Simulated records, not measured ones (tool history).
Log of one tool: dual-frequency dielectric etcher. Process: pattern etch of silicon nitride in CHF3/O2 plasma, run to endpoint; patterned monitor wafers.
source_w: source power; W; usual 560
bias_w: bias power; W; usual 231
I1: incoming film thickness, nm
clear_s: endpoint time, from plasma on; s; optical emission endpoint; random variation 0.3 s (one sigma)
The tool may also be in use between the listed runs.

Run 1, hour 0: usual settings but source_w 500 W; I1 95.2. Result: clear_s 65.5 s.
At hour 28.1: wet clean of the chamber.
Run 2, hour 104.9: usual settings; I1 94. Result: clear_s 61.8 s.
Run 3, hour 176.4: usual settings; I1 92.9. Result: clear_s 60.9 s.
Run 4, hour 234.2: usual settings; I1 94.5. Result: clear_s 62 s.
Run 5, hour 320.9: usual settings; I1 94.4. Result: clear_s 62.7 s.
Run 6, hour 425.5: usual settings; I1 94.7. Result: clear_s 62.8 s.
Run 7, hour 519: usual settings; I1 94.8. Result: clear_s 62.4 s.
At hour 618.6: wet clean of the chamber.
Run 8, hour 619.1: usual settings but bias_w 269 W; I1 95.8. Result: clear_s 59.6 s.
Run 9, hour 668.6: usual settings but bias_w 269 W; I1 94.5. Result: clear_s 59.1 s.
Run 10, hour 734.6: usual settings; I1 95.8. Result: clear_s 63.2 s.
Run 11, hour 785.7: usual settings; I1 94. Result: clear_s 62.4 s.
Run 12, hour 852.1: usual settings; I1 95.2. Result: clear_s 62.6 s.
Run 13, hour 890.1: usual settings; I1 94.2. Result: clear_s 62.4 s.
Run 14, hour 930.7: usual settings; I1 95. Result: clear_s 62.8 s.
Run 15, hour 1011.9: usual settings but source_w 490 W; I1 95.2. Result: clear_s 67.1 s.
Run 16, hour 1059.9: usual settings but source_w 490 W; I1 94.3. Result: clear_s 66.3 s.
At hour 1118.7: upper electrode replaced, of another model than before.
At hour 1126: bias power generator calibrated.
Run 17, hour 1158.5: usual settings but bias_w 213 W; I1 94. Result: clear_s 63.4 s.
At hour 1265.9: wet clean of the chamber.
Run 18, hour 1266.4: usual settings; I1 95. Result: clear_s 62.3 s.
Run 19, hour 1317.9: usual settings but source_w 420 W; I1 94.1. Result: clear_s 74.8 s.
Run 20, hour 1373: usual settings but bias_w 269 W; I1 94.5. Result: clear_s 56.2 s.
Run 21, hour 1435.5: usual settings but source_w 640 W, bias_w 269 W; I1 95.2. Result: clear_s 52.5 s.
Run 22, hour 1513.9: usual settings but source_w 700 W, bias_w 252 W; I1 93.8. Result: clear_s 50.8 s.
At hour 1550.6: source power generator calibrated.
Run 23, hour 1583.4: usual settings but source_w 460 W, bias_w 212 W; I1 94. Result: clear_s 73.8 s.
Run 24, hour 1686.9: usual settings but source_w 620 W, bias_w 186 W; I1 94.8. Result: clear_s 66.2 s.
Run 25, hour 1787.9: usual settings but source_w 480 W, bias_w 181 W; I1 93.9. Result: clear_s 78.5 s.
At hour 1822.8: wet clean of the chamber.
Run 26, hour 1889.2: usual settings; I1 94.1. Result: clear_s 62.1 s.
Run 27, hour 1982.3: usual settings but source_w 610 W, bias_w 280 W; I1 94.7. Result: clear_s 53.5 s.

The next listed run, before its measurement:
Run 28, hour 2064.8: usual settings but bias_w 269 W; I1 95. Result: clear_s ?.

clear_s: 57.3 s
Without the tool's hidden state the same run would have given clear_s 56.7 s.
